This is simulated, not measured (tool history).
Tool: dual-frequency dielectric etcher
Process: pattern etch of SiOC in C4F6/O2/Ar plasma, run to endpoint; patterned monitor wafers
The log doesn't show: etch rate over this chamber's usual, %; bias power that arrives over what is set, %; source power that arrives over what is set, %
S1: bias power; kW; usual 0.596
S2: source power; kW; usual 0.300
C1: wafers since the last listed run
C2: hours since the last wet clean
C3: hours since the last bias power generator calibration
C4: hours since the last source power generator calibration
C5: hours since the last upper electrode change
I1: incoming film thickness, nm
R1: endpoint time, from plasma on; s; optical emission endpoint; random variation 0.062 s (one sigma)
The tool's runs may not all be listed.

run,hour,S1,S2,C1,C2,C3,C4,C5,I1,R1
1,0.0,0.596,0.300,0,150.9,1709.1,1580.3,1781.7,35.18,12.1
2,55.7,0.707,0.300,629,206.6,1764.8,1636.0,1837.4,35.43,11.5
3,96.5,0.707,0.300,461,247.4,1805.6,1676.8,1878.2,35.65,11.6
4,139.3,0.707,0.300,484,290.2,1848.4,1719.6,1921.0,35.63,11.5
5,188.3,0.596,0.320,554,339.2,1897.4,1768.6,1970.0,35.36,11.7
6,226.8,0.692,0.300,435,377.7,1935.9,1807.1,2008.5,35.09,11.4
# hour 291.6: wet clean of the chamber
7,294.1,0.596,0.340,489,2.5,2003.2,1874.4,2075.8,35.20,11.5
8,338.6,0.596,0.340,503,47.0,2047.7,1918.9,2120.3,35.51,11.5
9,406.8,0.667,0.260,771,115.2,2115.9,1987.1,2188.5,35.33,12.9
10,464.2,0.667,0.260,649,172.6,2173.3,2044.5,2245.9,35.49,12.8
11,500.4,0.667,0.260,409,208.8,2209.5,2080.7,2282.1,35.29,12.7
12,562.9,0.635,0.300,706,271.3,2272.0,2143.2,2344.6,35.59,12.0
13,619.5,0.635,0.300,640,327.9,2328.6,2199.8,2401.2,35.21,11.9
14,669.7,0.499,0.300,567,378.1,2378.8,2250.0,2451.4,35.44,13.1
15,705.1,0.735,0.260,400,413.5,2414.2,2285.4,2486.8,35.31,12.1
# hour 719.9: bias power generator calibrated
16,767.8,0.596,0.300,663,476.2,47.9,2348.1,2549.5,35.21,12.0
# hour 849.7: wet clean of the chamber
17,850.2,0.503,0.300,660,0.5,130.3,2430.5,2631.9,35.53,13.3
18,853.2,0.547,0.320,33,3.5,133.3,2433.5,2634.9,35.59,12.4
19,897.8,0.711,0.380,504,48.1,177.9,2478.1,2679.5,35.47,10.2
# hour 935.5: source power generator calibrated
# hour 1016.4: upper electrode replaced
20,1049.0,0.501,0.370,1393,199.3,329.1,113.5,32.6,35.47,11.8
21,1079.3,0.596,0.300,342,229.6,359.4,143.8,62.9,35.06,12.2
22,1116.7,0.460,0.320,422,267.0,396.8,181.2,100.3,35.15,12.9
# hour 1273.4: wet clean of the chamber
23,1296.5,0.544,0.330,1761,23.1,576.6,361.0,280.1,35.33,12.1
24,1350.0,0.650,0.260,605,76.6,630.1,414.5,333.6,35.55,13.1
25,1378.0,0.671,0.360,316,104.6,658.1,442.5,361.6,35.64,10.8
26,1425.0,0.544,0.330,531,151.6,705.1,489.5,408.6,35.50,12.1

5 ways to go on from here, each from the tool as it stands after run 26. What would each give?
A,1425.4,0.661,0.300,4,152.0,705.5,489.9,409.0,35.30,?
B,1425.4,0.551,0.330,4,152.0,705.5,489.9,409.0,35.30,?
C,1425.4,0.497,0.360,4,152.0,705.5,489.9,409.0,35.30,?
D,1425.4,0.548,0.220,4,152.0,705.5,489.9,409.0,35.30,?
E,1425.4,0.662,0.340,4,152.0,705.5,489.9,409.0,35.30,?

run,R1
A,11.8
B,12.0
C,11.9
D,15.5
E,11.0
Without the tool's hidden state the same runs would have given:
run,R1
A,11.9
B,12.1
C,12.0
D,15.7
E,11.1

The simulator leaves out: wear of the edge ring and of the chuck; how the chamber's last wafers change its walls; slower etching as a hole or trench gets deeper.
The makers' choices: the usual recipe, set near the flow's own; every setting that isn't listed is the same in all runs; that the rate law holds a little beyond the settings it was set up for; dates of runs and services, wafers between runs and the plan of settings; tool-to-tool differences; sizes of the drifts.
